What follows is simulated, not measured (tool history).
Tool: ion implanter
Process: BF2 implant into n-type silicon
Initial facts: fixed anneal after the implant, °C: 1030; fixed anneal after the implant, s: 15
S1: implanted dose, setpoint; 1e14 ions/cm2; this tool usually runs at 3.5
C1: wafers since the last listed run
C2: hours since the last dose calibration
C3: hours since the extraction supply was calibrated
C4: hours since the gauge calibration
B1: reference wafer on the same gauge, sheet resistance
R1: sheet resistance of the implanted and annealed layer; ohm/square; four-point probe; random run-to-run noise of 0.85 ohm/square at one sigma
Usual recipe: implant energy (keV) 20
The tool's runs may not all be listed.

run 1 hour=0 | S1=3.5 implant_energy_(keV)=20 | C1=0 C2=2022.6 C3=4045.1 C4=267.8 | B1=302.74 | R1=334.1
run 2 hour=34.7 | S1=3.5 implant_energy_(keV)=20 | C1=1246 C2=2057.3 C3=4079.8 C4=302.5 | B1=302.98 | R1=335.21
run 3 hour=81.5 | S1=3.5 implant_energy_(keV)=20 | C1=1681 C2=2104.1 C3=4126.6 C4=349.3 | B1=303.1 | R1=336.05
run 4 hour=115 | S1=4.27 implant_energy_(keV)=24 | C1=1203 C2=2137.6 C3=4160.1 C4=382.8 | B1=303.14 | R1=278.46
run 5 hour=149.6 | S1=4.27 implant_energy_(keV)=24 | C1=1242 C2=2172.2 C3=4194.7 C4=417.4 | B1=302.95 | R1=279.4
run 6 hour=176.1 | S1=4.27 implant_energy_(keV)=24 | C1=951 C2=2198.7 C3=4221.2 C4=443.9 | B1=302.95 | R1=279.09
run 7 hour=238.1 | S1=3.5 implant_energy_(keV)=20 | C1=2227 C2=2260.7 C3=4283.2 C4=505.9 | B1=303.04 | R1=336.3
run 8 hour=274.6 | S1=3.5 implant_energy_(keV)=20 | C1=1311 C2=2297.2 C3=4319.7 C4=542.4 | B1=303.16 | R1=338.11
-- hour=307.6 gauge calibrated
run 9 hour=338.9 | S1=3.5 implant_energy_(keV)=20 | C1=2309 C2=2361.5 C3=4384 C4=31.3 | B1=303.37 | R1=340.42
run 10 hour=380.1 | S1=4.21 implant_energy_(keV)=24.5 | C1=1480 C2=2402.7 C3=4425.2 C4=72.5 | B1=303.28 | R1=284.33
-- hour=403.8 Faraday cup replaced and dose calibrated
run 11 hour=445.2 | S1=4.09 implant_energy_(keV)=26.5 | C1=2051 C2=41.4 C3=4490.3 C4=137.6 | B1=303.13 | R1=271.02
-- hour=516.4 extraction supply calibrated
run 12 hour=516.9 | S1=3.5 implant_energy_(keV)=18 | C1=2288 C2=113.1 C3=0.5 C4=209.3 | B1=303.07 | R1=322.6
run 13 hour=573.1 | S1=3.15 implant_energy_(keV)=20 | C1=2018 C2=169.3 C3=56.7 C4=265.5 | B1=302.96 | R1=348.06
run 14 hour=621.2 | S1=3.5 implant_energy_(keV)=20 | C1=1727 C2=217.4 C3=104.8 C4=313.6 | B1=302.82 | R1=317.97
run 15 hour=651 | S1=4.27 implant_energy_(keV)=24 | C1=1070 C2=247.2 C3=134.6 C4=343.4 | B1=303.16 | R1=263.97
run 16 hour=681.5 | S1=4.05 implant_energy_(keV)=20 | C1=1095 C2=277.7 C3=165.1 C4=373.9 | B1=303.04 | R1=282.1

Consider 4 possible next runs. They are alternatives, not a sequence: every one starts from the tool as it was left by run 16. What does each give?
run A hour=681.9 | S1=3.5 implant_energy_(keV)=20 | C1=14 C2=278.1 C3=165.5 C4=374.3 | B1=? | R1=?
run B hour=681.9 | S1=2.62 implant_energy_(keV)=14 | C1=14 C2=278.1 C3=165.5 C4=374.3 | B1=? | R1=?
run C hour=681.9 | S1=2.54 implant_energy_(keV)=23 | C1=14 C2=278.1 C3=165.5 C4=374.3 | B1=? | R1=?
run D hour=681.9 | S1=2.88 implant_energy_(keV)=20 | C1=14 C2=278.1 C3=165.5 C4=374.3 | B1=? | R1=?

run=A B1=303.37 R1=318.5
run=B B1=303.37 R1=421.58
run=C B1=303.37 R1=411.39
run=D B1=303.37 R1=374.95
Without the tool's unlogged condition, the same runs would have read:
run=A R1=320.89
run=B R1=424.76
run=C R1=414.56
run=D R1=377.82
